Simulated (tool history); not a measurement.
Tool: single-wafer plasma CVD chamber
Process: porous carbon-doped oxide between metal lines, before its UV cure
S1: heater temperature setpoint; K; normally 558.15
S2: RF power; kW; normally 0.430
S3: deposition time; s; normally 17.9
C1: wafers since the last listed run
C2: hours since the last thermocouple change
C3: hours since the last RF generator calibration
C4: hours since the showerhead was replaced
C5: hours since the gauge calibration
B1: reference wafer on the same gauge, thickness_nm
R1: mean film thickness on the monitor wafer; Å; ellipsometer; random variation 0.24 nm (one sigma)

{"run": 1, "day": 0.0, "S1": 551.15, "S2": 0.43, "S3": 17.9, "C1": 0, "C2": 770.6, "C3": 2147.6, "C4": 6785.2, "C5": 169.3, "B1": 105.419, "R1": 986.18}
{"run": 2, "day": 0.562, "S1": 548.15, "S2": 0.43, "S3": 17.9, "C1": 394, "C2": 784.1, "C3": 2161.1, "C4": 6798.7, "C5": 182.8, "B1": 105.444, "R1": 1005.06}
{"run": 3, "day": 1.154, "S1": 548.15, "S2": 0.43, "S3": 17.9, "C1": 414, "C2": 798.3, "C3": 2175.3, "C4": 6812.9, "C5": 197.0, "B1": 105.469, "R1": 1007.3}
{"run": 4, "day": 1.462, "S1": 548.15, "S2": 0.43, "S3": 17.9, "C1": 215, "C2": 805.7, "C3": 2182.7, "C4": 6820.3, "C5": 204.4, "B1": 105.467, "R1": 1004.38}
{"run": 5, "day": 2.146, "S1": 558.15, "S2": 0.43, "S3": 20.3, "C1": 478, "C2": 822.1, "C3": 2199.1, "C4": 6836.7, "C5": 220.8, "B1": 105.462, "R1": 1073.06}
{"run": 6, "day": 4.338, "S1": 558.15, "S2": 0.43, "S3": 17.9, "C1": 1535, "C2": 874.7, "C3": 2251.7, "C4": 6889.3, "C5": 273.4, "B1": 105.534, "R1": 951.04}
{"run": 7, "day": 4.729, "S1": 558.15, "S2": 0.43, "S3": 17.9, "C1": 274, "C2": 884.1, "C3": 2261.1, "C4": 6898.7, "C5": 282.8, "B1": 105.433, "R1": 951.57}
{"run": 8, "day": 5.275, "S1": 558.15, "S2": 0.43, "S3": 17.9, "C1": 382, "C2": 897.2, "C3": 2274.2, "C4": 6911.8, "C5": 295.9, "B1": 105.537, "R1": 953.23}
{"run": 9, "day": 5.846, "S1": 558.15, "S2": 0.43, "S3": 17.9, "C1": 399, "C2": 910.9, "C3": 2287.9, "C4": 6925.5, "C5": 309.6, "B1": 105.532, "R1": 951.85}
{"run": 10, "day": 6.254, "S1": 558.15, "S2": 0.43, "S3": 17.9, "C1": 286, "C2": 920.7, "C3": 2297.7, "C4": 6935.3, "C5": 319.4, "B1": 105.474, "R1": 949.41}
{"run": 11, "day": 6.604, "S1": 558.15, "S2": 0.43, "S3": 17.9, "C1": 245, "C2": 929.1, "C3": 2306.1, "C4": 6943.7, "C5": 327.8, "B1": 105.429, "R1": 956.38}
{"day": 6.65, "done": "gauge calibrated"}
{"run": 12, "day": 7.138, "S1": 552.15, "S2": 0.43, "S3": 17.9, "C1": 373, "C2": 941.9, "C3": 2318.9, "C4": 6956.5, "C5": 11.7, "B1": 105.588, "R1": 984.4}
{"run": 13, "day": 7.588, "S1": 552.15, "S2": 0.43, "S3": 17.9, "C1": 315, "C2": 952.7, "C3": 2329.7, "C4": 6967.3, "C5": 22.5, "B1": 105.486, "R1": 983.46}
{"run": 14, "day": 8.179, "S1": 552.15, "S2": 0.43, "S3": 17.9, "C1": 414, "C2": 966.9, "C3": 2343.9, "C4": 6981.5, "C5": 36.7, "B1": 105.497, "R1": 982.89}
{"day": 10.167, "done": "thermocouple changed; heater temperature recalibrated"}
{"run": 15, "day": 10.25, "S1": 558.15, "S2": 0.43, "S3": 15.7, "C1": 1217, "C2": 2.0, "C3": 2393.6, "C4": 7031.2, "C5": 86.4, "B1": 105.459, "R1": 861.49}
{"run": 16, "day": 11.992, "S1": 545.15, "S2": 0.43, "S3": 17.9, "C1": 1220, "C2": 43.8, "C3": 2435.4, "C4": 7073.0, "C5": 128.2, "B1": 105.473, "R1": 1056.48}
{"run": 17, "day": 12.654, "S1": 558.15, "S2": 0.43, "S3": 20.1, "C1": 464, "C2": 59.7, "C3": 2451.3, "C4": 7088.9, "C5": 144.1, "B1": 105.518, "R1": 1096.17}
{"run": 18, "day": 13.338, "S1": 549.15, "S2": 0.51, "S3": 19.5, "C1": 478, "C2": 76.1, "C3": 2467.7, "C4": 7105.3, "C5": 160.5, "B1": 105.441, "R1": 1254.37}
{"day": 13.883, "done": "thermocouple changed; heater temperature recalibrated, repeated, since the last time left the tool worse"}
{"run": 19, "day": 13.904, "S1": 546.15, "S2": 0.5, "S3": 16.3, "C1": 163, "C2": 0.5, "C3": 2481.3, "C4": 7118.9, "C5": 174.1, "B1": 105.493, "R1": 1016.57}

Run 20 has not been measured yet. What should we expect?
{"run": 20, "day": 13.917, "S1": 549.15, "S2": 0.465, "S3": 17.9, "C1": 8, "C2": 0.8, "C3": 2481.6, "C4": 7119.2, "C5": 174.4, "B1": "?", "R1": "?"}

B1: 105.533
R1: 1038.65 Å
Take away the tool's hidden state, keep the run-to-run variation as it was, and the same run would have given R1 1035.77 Å.
